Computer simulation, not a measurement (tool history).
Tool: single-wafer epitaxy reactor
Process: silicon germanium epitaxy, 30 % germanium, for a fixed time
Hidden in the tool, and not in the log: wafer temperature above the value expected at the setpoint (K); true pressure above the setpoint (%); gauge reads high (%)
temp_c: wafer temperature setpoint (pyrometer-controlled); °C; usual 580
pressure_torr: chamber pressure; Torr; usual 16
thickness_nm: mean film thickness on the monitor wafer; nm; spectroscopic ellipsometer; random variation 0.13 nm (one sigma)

| run | hour | temp_c | pressure_torr | wafers since the last listed run | hours since the last pyrometer calibration | hours since the last manometer calibration | hours since the showerhead was replaced | hours since the gauge calibration | read-back reference wafer on the same gauge, thickness_nm | thickness_nm |
|---|---|---|---|---|---|---|---|---|---|---|
| 1 | 0 | 580 | 17.7 | 0 | 888.8 | 1884.9 | 7109.3 | 78.6 | 39.269 | 37.211 |
| 2 | 13 | 580 | 16 | 127 | 901.8 | 1897.9 | 7122.3 | 91.6 | 39.3 | 34.837 |
| 3 | 28.9 | 580 | 14.4 | 156 | 917.7 | 1913.8 | 7138.2 | 107.5 | 39.317 | 32.19 |
| 4 | 46 | 580 | 14.4 | 168 | 934.8 | 1930.9 | 7155.3 | 124.6 | 39.308 | 32.461 |
| 5 | 58.4 | 580 | 14.4 | 121 | 947.2 | 1943.3 | 7167.7 | 137 | 39.303 | 32.247 |
| 6 | 76.2 | 580 | 16 | 174 | 965 | 1961.1 | 7185.5 | 154.8 | 39.28 | 34.646 |
| 7 | 82.4 | 580 | 16 | 60 | 971.2 | 1967.3 | 7191.7 | 161 | 39.272 | 34.609 |
| 8 | 97 | 580 | 16 | 143 | 985.8 | 1981.9 | 7206.3 | 175.6 | 39.319 | 34.6 |
| 9 | 106 | 573 | 16 | 88 | 994.8 | 1990.9 | 7215.3 | 184.6 | 39.288 | 30.669 |
| 10 | 114.6 | 580 | 16 | 84 | 1003.4 | 1999.5 | 7223.9 | 193.2 | 39.28 | 34.735 |
| 11 | 129 | 580 | 16 | 141 | 1017.8 | 2013.9 | 7238.3 | 207.6 | 39.295 | 34.457 |
| 12 | 143.5 | 580 | 16 | 142 | 1032.3 | 2028.4 | 7252.8 | 222.1 | 39.325 | 34.69 |
| 13 | 157.2 | 580 | 16 | 134 | 1046 | 2042.1 | 7266.5 | 235.8 | 39.329 | 34.619 |
| 14 | 173.6 | 568 | 16 | 161 | 1062.4 | 2058.5 | 7282.9 | 252.2 | 39.294 | 28.282 |
|  | 192.1 | capacitance manometer re-zeroed and calibrated |
| 15 | 192.6 | 568 | 16 | 108 | 1081.4 | 0.5 | 7301.9 | 271.2 | 39.307 | 28.127 |
| 16 | 198.5 | 568 | 16 | 57 | 1087.3 | 6.4 | 7307.8 | 277.1 | 39.318 | 28.161 |
| 17 | 210.1 | 580 | 16 | 114 | 1098.9 | 18 | 7319.4 | 288.7 | 39.287 | 34.537 |
| 18 | 218.8 | 580 | 16 | 85 | 1107.6 | 26.7 | 7328.1 | 297.4 | 39.338 | 34.815 |
| 19 | 234.7 | 588 | 13.4 | 156 | 1123.5 | 42.6 | 7344 | 313.3 | 39.293 | 34.797 |
|  | 243.8 | pyrometer calibrated |
| 20 | 245.9 | 580 | 14.4 | 31 | 2.1 | 53.8 | 7355.2 | 324.5 | 39.276 | 35.445 |
| 21 | 256.6 | 576 | 19.1 | 105 | 12.8 | 64.5 | 7365.9 | 335.2 | 39.315 | 39.701 |
| 22 | 264.5 | 567 | 16 | 77 | 20.7 | 72.4 | 7373.8 | 343.1 | 39.33 | 30.183 |
|  | 278.2 | gauge calibrated |
| 23 | 278.3 | 580 | 16 | 135 | 34.5 | 86.2 | 7387.6 | 0.1 | 39.307 | 37.649 |
| 24 | 296.3 | 580 | 13.3 | 176 | 52.5 | 104.2 | 7405.6 | 18.1 | 39.296 | 33.004 |
| 25 | 302.9 | 570 | 16 | 64 | 59.1 | 110.8 | 7412.2 | 24.7 | 39.288 | 31.632 |
|  | 317.9 | showerhead replaced |
| 26 | 318.4 | 585 | 16 | 73 | 74.6 | 126.3 | 0.5 | 40.2 | 39.306 | 40.512 |
| 27 | 328.4 | 580 | 14.2 | 98 | 84.6 | 136.3 | 10.5 | 50.2 | 39.299 | 34.367 |
| 28 | 346.1 | 590 | 17.3 | 173 | 102.3 | 154 | 28.2 | 67.9 | 39.275 | 46.332 |
| 29 | 362.1 | 569 | 16 | 157 | 118.3 | 170 | 44.2 | 83.9 | 39.267 | 30.615 |
| 30 | 374.9 | 580 | 14.4 | 125 | 131.1 | 182.8 | 57 | 96.7 | 39.272 | 34.329 |
| 31 | 388 | 592 | 18.7 | 128 | 144.2 | 195.9 | 70.1 | 109.8 | 39.313 | 49.785 |
| 32 | 404.2 | 565 | 17.2 | 159 | 160.4 | 212.1 | 86.3 | 126 | 39.296 | 29.653 |
| 33 | 415 | 575 | 12.1 | 106 | 171.2 | 222.9 | 97.1 | 136.8 | 39.35 | 27.067 |

4 ways to go on from here, each from the tool as it stands after run 33. What would each give?
| A | 415.4 | 580 | 16 | 3 | 171.6 | 223.3 | 97.5 | 137.2 | ? | ? |
| B | 415.4 | 592 | 13.1 | 3 | 171.6 | 223.3 | 97.5 | 137.2 | ? | ? |
| C | 415.4 | 590 | 12.3 | 3 | 171.6 | 223.3 | 97.5 | 137.2 | ? | ? |
| D | 415.4 | 593 | 14.5 | 3 | 171.6 | 223.3 | 97.5 | 137.2 | ? | ? |

| run | read-back reference wafer on the same gauge, thickness_nm | thickness_nm |
|---|---|---|
| A | 39.326 | 36.663 |
| B | 39.326 | 38.665 |
| C | 39.326 | 35.496 |
| D | 39.326 | 42.492 |
Without the tool's hidden state the same runs would have given:
| run | thickness_nm |
|---|---|
| A | 38.09 |
| B | 40.132 |
| C | 36.849 |
| D | 44.101 |
